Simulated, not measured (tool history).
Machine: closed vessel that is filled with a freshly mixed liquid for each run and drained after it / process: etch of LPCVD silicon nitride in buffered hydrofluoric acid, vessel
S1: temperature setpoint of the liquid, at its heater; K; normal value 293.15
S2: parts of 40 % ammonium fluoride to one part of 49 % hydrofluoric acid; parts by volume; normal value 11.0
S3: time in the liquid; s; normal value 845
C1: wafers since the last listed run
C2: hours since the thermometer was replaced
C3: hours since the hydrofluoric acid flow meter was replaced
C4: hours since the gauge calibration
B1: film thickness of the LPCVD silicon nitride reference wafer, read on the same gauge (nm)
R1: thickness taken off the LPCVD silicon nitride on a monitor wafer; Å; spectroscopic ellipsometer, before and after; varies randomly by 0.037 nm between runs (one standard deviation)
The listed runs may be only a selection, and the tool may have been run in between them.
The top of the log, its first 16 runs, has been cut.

Run 17, day 15.200: usual settings but S1 291.65 K; C1 1979; C2 1076.3; C3 2243.9; C4 76.0; B1 120.35. Result: R1 102.5 Å.
At day 15.554: thermometer replaced.
Run 18, day 16.529: usual settings but S1 296.65 K, S3 460 s; C1 2240; C2 23.4; C3 2275.8; C4 107.9; B1 120.38. Result: R1 73.8 Å.
Run 19, day 17.562: usual settings but S1 295.65 K, S3 610 s; C1 1797; C2 48.2; C3 2300.6; C4 132.7; B1 120.44. Result: R1 92.6 Å.
Run 20, day 18.904: usual settings; C1 2334; C2 80.4; C3 2332.8; C4 164.9; B1 120.53. Result: R1 112.0 Å.
Run 21, day 20.321: usual settings but S3 1075 s; C1 2464; C2 114.4; C3 2366.8; C4 198.9; B1 120.64. Result: R1 142.6 Å.
At day 20.492: hydrofluoric acid flow meter replaced.
Run 22, day 21.042: usual settings but S1 290.15 K, S2 13.5 parts by volume; C1 1181; C2 131.7; C3 13.2; C4 216.2; B1 120.69. Result: R1 76.8 Å.
Run 23, day 21.917: usual settings but S1 295.65 K, S2 15.0 parts by volume; C1 1522; C2 152.7; C3 34.2; C4 237.2; B1 120.81. Result: R1 95.2 Å.
Run 24, day 23.100: usual settings but S1 297.65 K, S2 15.5 parts by volume, S3 515 s; C1 2058; C2 181.1; C3 62.6; C4 265.6; B1 120.93. Result: R1 62.4 Å.
Run 25, day 24.067: usual settings but S2 14.0 parts by volume, S3 1000 s; C1 1681; C2 204.3; C3 85.8; C4 288.8; B1 121.04. Result: R1 105.0 Å.
Run 26, day 24.929: usual settings; C1 1500; C2 225.0; C3 106.5; C4 309.5; B1 121.15. Result: R1 111.5 Å.
Run 27, day 25.975: usual settings; C1 1819; C2 250.1; C3 131.6; C4 334.6; B1 121.29. Result: R1 112.4 Å.
Run 28, day 26.808: usual settings but S1 290.15 K, S2 7.0 parts by volume, S3 710 s; C1 1449; C2 270.1; C3 151.6; C4 354.6; B1 121.43. Result: R1 123.3 Å.
Run 29, day 27.992: usual settings; C1 2058; C2 298.5; C3 180.0; C4 383.0; B1 121.62. Result: R1 112.6 Å.
Run 30, day 29.362: usual settings; C1 2385; C2 331.4; C3 212.9; C4 415.9; B1 121.87. Result: R1 113.0 Å.
Run 31, day 29.888: usual settings but S1 297.65 K, S2 8.0 parts by volume, S3 1345 s; C1 913; C2 344.0; C3 225.5; C4 428.5; B1 121.96. Result: R1 306.5 Å.
Run 32, day 31.079: usual settings but S1 294.65 K, S2 7.0 parts by volume; C1 2073; C2 372.6; C3 254.1; C4 457.1; B1 122.24. Result: R1 189.3 Å.

Branching from run 32: 4 alternative next runs. What would each branch give?
Run A, day 31.117: usual settings but S1 294.65 K; C1 65; C2 373.5; C3 255.0; C4 458.0; B1 ?. Result: R1 ?.
Run B, day 31.117: usual settings but S2 9.5 parts by volume; C1 65; C2 373.5; C3 255.0; C4 458.0; B1 ?. Result: R1 ?.
Run C, day 31.117: usual settings but S3 395 s; C1 65; C2 373.5; C3 255.0; C4 458.0; B1 ?. Result: R1 ?.
Run D, day 31.117: usual settings but S2 8.0 parts by volume, S3 600 s; C1 65; C2 373.5; C3 255.0; C4 458.0; B1 ?. Result: R1 ?.

run      B1     R1
  A  122.22  122.7
  B  122.22  128.0
  C  122.22   52.8
  D  122.22  106.8
The same runs, with their run-to-run variation unchanged, on a tool lacking any hidden condition would have given:
run     R1
  A  120.5
  B  125.6
  C   51.8
  D  104.9
